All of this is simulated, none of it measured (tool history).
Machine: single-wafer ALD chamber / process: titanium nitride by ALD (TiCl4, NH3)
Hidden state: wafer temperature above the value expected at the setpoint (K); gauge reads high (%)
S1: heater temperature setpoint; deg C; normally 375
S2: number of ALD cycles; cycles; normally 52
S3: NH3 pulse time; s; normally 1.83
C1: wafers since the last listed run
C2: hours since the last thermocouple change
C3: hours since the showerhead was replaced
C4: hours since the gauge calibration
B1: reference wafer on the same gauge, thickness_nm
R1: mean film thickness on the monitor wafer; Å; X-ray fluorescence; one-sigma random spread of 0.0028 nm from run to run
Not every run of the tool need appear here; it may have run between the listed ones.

| run | hour | S1 | S2 | S3 | C1 | C2 | C3 | C4 | B1 | R1 |
|---|---|---|---|---|---|---|---|---|---|---|
| 1 | 0.0 | 375 | 52 | 1.83 | 0 | 877.0 | 3012.5 | 263.8 | 1.191 | 11.20 |
| 2 | 20.1 | 375 | 52 | 1.83 | 111 | 897.1 | 3032.6 | 283.9 | 1.190 | 11.20 |
| 3 | 44.1 | 375 | 52 | 1.83 | 132 | 921.1 | 3056.6 | 307.9 | 1.190 | 11.18 |
| 4 | 79.1 | 375 | 52 | 1.83 | 193 | 956.1 | 3091.6 | 342.9 | 1.190 | 11.18 |
| 5 | 97.3 | 375 | 52 | 1.83 | 100 | 974.3 | 3109.8 | 361.1 | 1.191 | 11.29 |
| 6 | 129.7 | 375 | 52 | 1.83 | 179 | 1006.7 | 3142.2 | 393.5 | 1.191 | 11.23 |
| 7 | 165.7 | 375 | 52 | 1.83 | 199 | 1042.7 | 3178.2 | 429.5 | 1.189 | 11.20 |
| 8 | 179.6 | 381 | 52 | 1.83 | 77 | 1056.6 | 3192.1 | 443.4 | 1.190 | 11.33 |
| 9 | 192.8 | 381 | 52 | 1.83 | 73 | 1069.8 | 3205.3 | 456.6 | 1.189 | 11.25 |
| 10 | 220.9 | 383 | 52 | 1.83 | 155 | 1097.9 | 3233.4 | 484.7 | 1.191 | 11.29 |
|  | 240.8 | thermocouple changed; heater temperature recalibrated |
| 11 | 241.3 | 383 | 52 | 1.83 | 68 | 0.5 | 3253.8 | 505.1 | 1.189 | 11.32 |
| 12 | 260.2 | 383 | 52 | 1.83 | 104 | 19.4 | 3272.7 | 524.0 | 1.190 | 11.33 |
| 13 | 294.3 | 375 | 52 | 1.83 | 188 | 53.5 | 3306.8 | 558.1 | 1.190 | 11.24 |
|  | 326.0 | showerhead replaced |
| 14 | 328.7 | 375 | 52 | 1.50 | 146 | 87.9 | 2.7 | 592.5 | 1.191 | 11.02 |
| 15 | 363.8 | 380 | 52 | 1.83 | 194 | 123.0 | 37.8 | 627.6 | 1.190 | 11.27 |
|  | 383.3 | gauge calibrated |
| 16 | 386.4 | 375 | 52 | 1.83 | 125 | 145.6 | 60.4 | 3.1 | 1.190 | 11.21 |
| 17 | 414.0 | 363 | 55 | 1.83 | 152 | 173.2 | 88.0 | 30.7 | 1.190 | 11.55 |

What does the tool deliver on the next run?
| 18 | 444.1 | 375 | 52 | 1.83 | 166 | 203.3 | 118.1 | 60.8 | ? | ? |

Logged for run 18: B1 1.190, R1 11.20 Å.
With no hidden state in the tool, this same run would have given R1 11.20 Å.
